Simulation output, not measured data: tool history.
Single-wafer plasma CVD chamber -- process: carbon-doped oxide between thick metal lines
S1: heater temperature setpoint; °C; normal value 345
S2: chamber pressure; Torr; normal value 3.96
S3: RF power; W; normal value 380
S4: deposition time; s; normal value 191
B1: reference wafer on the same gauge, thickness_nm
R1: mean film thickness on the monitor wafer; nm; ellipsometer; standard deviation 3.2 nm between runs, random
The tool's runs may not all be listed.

run     day   S1    S2   S3   S4       B1       R1
  1       0  345  3.96  380  202  936.658  940.915
  2   2.525  345  3.96  380  191  934.126  885.294
  3   5.458  345  3.96  380  191  934.569  880.214
  4   7.612  345  3.96  380  191  933.951  885.781
  5   9.367  334  3.96  380  191  936.129  915.693
  6  13.288  334  3.96  380  191  935.439  917.769
  7  17.188  334  3.96  380  191  934.235  914.187
     18.008  -- showerhead replaced
  8  18.704  345  3.96  380  191  935.324   879.14
  9  22.592  345  3.96  380  191  935.637  887.603
      23.85  -- thermocouple changed; heater temperature recalibrated
 10  24.912  345  3.96  380  179   936.73  844.508
 11  26.858  333  3.59  355  177  936.798  811.699
 12  29.258  332  3.96  380  191  935.107  941.221
 13  33.692  345  3.64  380  191  934.378  885.842
     35.721  -- gauge calibrated
 14    36.4  333  3.96  335  191  935.413  852.337
 15  39.458  349  3.96  380  191  934.686  890.013
 16  41.296  345  3.96  380  191  934.903  899.396
     44.179  -- capacitance manometer re-zeroed and calibrated
 17  44.596  359  3.33  380  191  934.839  838.016
 18    47.8  338  3.96  380  191  935.284  919.163
 19  49.708  340   4.3  380  201  935.918  966.508
 20  53.483  345  3.96  380  210  935.932   985.94
     55.804  -- RF generator calibrated
 21  56.283  345  3.96  350  191  934.937  845.472
 22  58.458  345  3.96  380  191  934.415  889.533
 23  62.117  345  3.96  380  191  934.973   891.02
 24  64.675  345  3.96  405  174  933.519  850.704
 25  68.121  345  3.96  380  210  934.755  980.484
 26  70.979  352  4.44  380  191  933.426  889.242
 27  80.179  356  3.36  380  191  934.189  842.241
 28  83.592  345  3.96  380  191    934.3  892.485

Consider 4 possible next runs. They are alternatives, not a sequence: every one starts from the tool as it was left by run 28. What does each give?
  A  83.612  345  3.96  380  173   ?   ?
  B  83.612  349  2.98  430  191   ?   ?
  C  83.612  355  3.96  380  223   ?   ?
  D  83.612  345  4.83  415  191   ?   ?

run       B1        R1
  A  936.611    811.41
  B  936.611   928.689
  C  936.611  1016.654
  D  936.611       990
The same runs, with their run-to-run variation unchanged, on a tool lacking any hidden condition would have given:
run        R1
  A   816.774
  B   936.356
  C  1021.974
  D   996.336
